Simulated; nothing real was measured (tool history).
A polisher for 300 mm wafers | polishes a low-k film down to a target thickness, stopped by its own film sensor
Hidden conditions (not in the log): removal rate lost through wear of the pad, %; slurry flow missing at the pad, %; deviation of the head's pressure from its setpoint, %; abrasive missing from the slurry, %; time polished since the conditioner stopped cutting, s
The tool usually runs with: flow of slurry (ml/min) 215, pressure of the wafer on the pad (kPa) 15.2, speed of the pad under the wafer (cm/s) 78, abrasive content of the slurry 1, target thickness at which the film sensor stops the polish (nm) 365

run     day  flow of slurry (ml/min)  pressure of the wafer on the pad (kPa)  speed of the pad under the wafer (cm/s)  abrasive content of the slurry  target thickness at which the film sensor stops the polish (nm)  wafers since the last listed run  wafers polished on this pad  hours since the slurry nozzle was cleaned  hours since the head pressure was calibrated  hours since the slurry blender was calibrated  hours since the conditioning disc was replaced  incoming thickness of the incoming film, nm  time until the film sensor stopped the polish (s)
  1       0                      215                                    15.2                                       78                               1                                                              365                                 0                           78                                      135.7                                         862.9                                          297.2                                           136.3                                          418                                              143.8
      2.096  -- head pressure recalibrated
  2   2.117                      215                                    15.2                                       78                               1                                                              365                               279                          357                                      186.5                                           0.5                                            348                                           187.1                                        424.5                                              164.1
      3.446  -- slurry blender recalibrated
  3   4.083                      215                                    15.2                                       78                               1                                                              365                               258                          616                                      233.7                                          47.7                                           15.3                                           234.3                                        421.9                                              159.9
  4   8.825                      215                                    15.2                                       78                               1                                                              365                               651                         1267                                      347.5                                         161.5                                          129.1                                           348.1                                        419.1                                              157.5
  5    11.2                      215                                    15.2                                       78                               1                                                              365                               326                         1593                                      404.5                                         218.5                                          186.1                                           405.1                                        425.7                                                182
     12.162  -- conditioning disc replaced and pad reconditioned
  6    13.6                      215                                    15.2                                       78                               1                                                              365                               318                         1911                                      462.1                                         276.1                                          243.7                                            34.5                                        420.6                                              147.1
     15.071  -- worn pad replaced by a new one
  7  15.238                      215                                    15.2                                       78                               1                                                              365                               201                           22                                      501.4                                         315.4                                            283                                            73.8                                        418.2                                              141.9
     16.217  -- slurry blender recalibrated
  8  17.012                      215                                    15.2                                       78                               1                                                              365                               232                          254                                        544                                           358                                           19.1                                           116.4                                        410.7                                                125
  9  19.688                      215                                    15.2                                       78                               1                                                              379                               367                          622                                      608.2                                         422.2                                           83.3                                           180.6                                        420.9                                                120
 10  21.771                      215                                    15.2                                       78                               1                                                              365                               286                          908                                      658.2                                         472.2                                          133.3                                           230.6                                        417.8                                              145.6
 11  24.208                      195                                    15.2                                       78                               1                                                              365                               334                         1242                                      716.7                                         530.7                                          191.8                                           289.1                                        416.8                                              153.8
 12   25.75                      215                                    15.2                                       90                               1                                                              365                               211                         1454                                      753.7                                         567.7                                          228.8                                           326.1                                          424                                              158.8
 13  26.921                      215                                    15.2                                       54                               1                                                              365                               160                         1615                                      781.8                                         595.8                                          256.9                                           354.2                                        425.1                                              234.6
     28.579  -- slurry blender recalibrated
 14  28.867                      250                                    15.2                                       78                               1                                                              365                               255                         1871                                      828.5                                         642.5                                            6.9                                           400.9                                        419.4                                              161.5
     29.804  -- worn pad replaced by a new one
 15  30.508                      215                                      11                                       88                               1                                                              365                               202                           96                                      867.9                                         681.9                                           46.3                                           440.3                                        413.9                                              182.5
     31.275  -- conditioning disc replaced and pad reconditioned
     31.583  -- slurry nozzle cleaned
 16  33.017                      215                                    13.8                                      104                               1                                                              365                               327                          424                                       34.4                                         742.1                                          106.5                                            41.8                                        419.5                                              129.4
 17   34.35                      165                                    20.7                                       64                               1                                                              371                               183                          607                                       66.4                                         774.1                                          138.5                                            73.8                                        423.1                                              126.6
 18  35.862                      215                                    15.2                                       94                             1.2                                                              365                               207                          814                                      102.7                                         810.4                                          174.8                                           110.1                                        410.7                                               98.5
 19  37.746                      215                                    15.2                                      104                               1                                                              365                               258                         1073                                      147.9                                         855.6                                            220                                           155.3                                        423.2                                                129
 20  39.583                      180                                    15.2                                       78                             0.8                                                              354                               252                         1325                                        192                                         899.7                                          264.1                                           199.4                                        427.5                                              240.2
 21  40.783                      215                                    15.2                                       78                               1                                                              365                               164                         1490                                      220.8                                         928.5                                          292.9                                           228.2                                        421.8                                              156.5
     43.583  -- slurry blender recalibrated
 22   43.65                      215                                    15.2                                       78                               1                                                              365                               382                         1872                                      289.6                                         997.3                                            1.6                                             297                                        412.7                                              139.6
     44.233  -- head pressure recalibrated
     44.375  -- worn pad replaced by a new one
 23  45.512                      215                                    15.2                                       90                               1                                                              380                               224                          156                                      334.3                                          30.7                                           46.3                                           341.7                                        416.4                                               95.8
 24  47.404                      170                                    15.2                                       78                               1                                                              365                               259                          415                                      379.7                                          76.1                                           91.7                                           387.1                                        415.7                                              151.9
 25  49.883                      285                                    15.2                                       78                               1                                                              365                               340                          756                                      439.2                                         135.6                                          151.2                                           446.6                                        425.6                                              187.6

Give the tool's hidden conditions for every run:
removal rate lost through wear of the pad, %: 0 across all the runs
slurry flow missing at the pad, %: 0 across all the runs
deviation of the head's pressure from its setpoint, %: 0 across all the runs
abrasive missing from the slurry, %: 0 across all the runs
H1: time polished since the conditioner stopped cutting, s
run    H1
  1  62.2
  2  98.5
  3   142
  4   289
  5   384
  6  19.5
  7  28.9
  8  46.8
  9  88.9
 10   134
 11   201
 12   252
 13   294
 14   372
 15   445
 16  28.3
 17  36.5
 18  51.3
 19  77.8
 20   112
 21   140
 22   219
 23   282
 24   355
 25   465

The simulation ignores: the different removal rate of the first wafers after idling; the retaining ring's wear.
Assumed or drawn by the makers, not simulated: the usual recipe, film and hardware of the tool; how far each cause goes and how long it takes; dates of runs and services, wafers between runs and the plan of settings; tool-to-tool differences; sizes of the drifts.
